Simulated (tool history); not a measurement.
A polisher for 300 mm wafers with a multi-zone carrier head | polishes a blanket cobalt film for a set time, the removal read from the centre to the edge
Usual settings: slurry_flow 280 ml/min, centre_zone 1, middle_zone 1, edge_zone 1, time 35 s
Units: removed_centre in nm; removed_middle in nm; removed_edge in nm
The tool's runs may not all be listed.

| run | hour | slurry_flow | centre_zone | middle_zone | edge_zone | time | incoming thickness of the incoming film, nm | removed_centre | removed_middle | removed_edge |
|---|---|---|---|---|---|---|---|---|---|---|
| 1 | 0 | 280 | 1.09 | 1 | 0.89 | 35 | 856.6 | 106.9 | 102.6 | 95.4 |
| 2 | 62.2 | 280 | 1 | 1 | 1 | 35 | 857.6 | 96.8 | 102.8 | 102.5 |
| 3 | 116.7 | 245 | 1.12 | 1.08 | 1.04 | 35 | 841.8 | 105.3 | 108.4 | 101 |
| 4 | 177.7 | 355 | 1 | 1.05 | 1.08 | 35 | 845.1 | 102.4 | 109.8 | 109.9 |
|  | 272.2 | slurry nozzle cleaned |
| 5 | 273.5 | 280 | 1 | 1 | 1 | 35 | 856.6 | 105.7 | 108.4 | 109.3 |
| 6 | 318.6 | 280 | 1 | 1 | 1 | 35 | 841.9 | 106.9 | 111.5 | 108.2 |
| 7 | 410.9 | 320 | 1 | 1 | 1.05 | 26 | 861.6 | 78.5 | 82.9 | 82.4 |
|  | 440.8 | worn pad replaced by a new one |
| 8 | 501.7 | 280 | 1 | 1 | 1.06 | 43 | 841.7 | 126.3 | 131.2 | 135.6 |
| 9 | 591.3 | 280 | 1 | 1.04 | 1 | 29 | 851.6 | 83.6 | 92.2 | 87.8 |
|  | 663 | edge zone pressure recalibrated |
| 10 | 717.7 | 280 | 1 | 1 | 1 | 35 | 854.9 | 98.5 | 105.4 | 102.6 |
| 11 | 755.1 | 320 | 1 | 1 | 1 | 35 | 836.4 | 101.5 | 109.2 | 104.8 |
| 12 | 807.4 | 280 | 1.09 | 1 | 1 | 35 | 840.5 | 108.5 | 104 | 104.1 |
|  | 819.3 | centre zone pressure recalibrated |
| 13 | 855.2 | 195 | 1 | 1.08 | 1 | 35 | 847.5 | 90.7 | 101.8 | 97.3 |
| 14 | 947.2 | 280 | 1 | 1 | 1.1 | 35 | 856.5 | 98.2 | 104.3 | 107.1 |
| 15 | 1014.7 | 255 | 1 | 1.09 | 0.9 | 26 | 845.7 | 71.7 | 81.3 | 70.1 |
|  | 1037.2 | carrier head's membrane replaced by a new one |
| 16 | 1067.6 | 280 | 1.07 | 1.1 | 1 | 35 | 851.9 | 103.7 | 112.2 | 102.8 |
|  | 1127.6 | slurry nozzle cleaned |
| 17 | 1139.8 | 280 | 1 | 1 | 1 | 35 | 840.9 | 104.7 | 110.1 | 109.6 |
|  | 1180.8 | worn pad replaced by a new one |
| 18 | 1205 | 280 | 0.96 | 1 | 0.91 | 35 | 839.2 | 99.6 | 108.8 | 103.4 |
| 19 | 1308.8 | 335 | 1 | 1 | 1.04 | 35 | 865.8 | 104.1 | 110.3 | 110.7 |
| 20 | 1369 | 280 | 1 | 0.92 | 0.93 | 35 | 853 | 103.7 | 98.7 | 102.9 |
| 21 | 1409.4 | 280 | 1 | 0.97 | 0.95 | 35 | 842.4 | 101.6 | 102.8 | 103.9 |

What the log doesn't show, run by run:
removal rate lost through wear of the pad, %: 0 in every run
deviation of the centre zone's pressure from its setpoint, %: 0 in every run
deviation of the edge zone's pressure from its setpoint, %: 0 in every run
H1: slurry flow missing at the pad, %
| run | H1 |
|---|---|
| 1 | 37.9 |
| 2 | 39.2 |
| 3 | 40 |
| 4 | 40.8 |
| 5 | 3.04 |
| 6 | 8.58 |
| 7 | 17.4 |
| 8 | 23.4 |
| 9 | 27.7 |
| 10 | 31.6 |
| 11 | 32.5 |
| 12 | 33.5 |
| 13 | 34.3 |
| 14 | 35.4 |
| 15 | 36 |
| 16 | 36.4 |
| 17 | 4.47 |
| 18 | 11.9 |
| 19 | 20.5 |
| 20 | 24.1 |
| 21 | 26.1 |
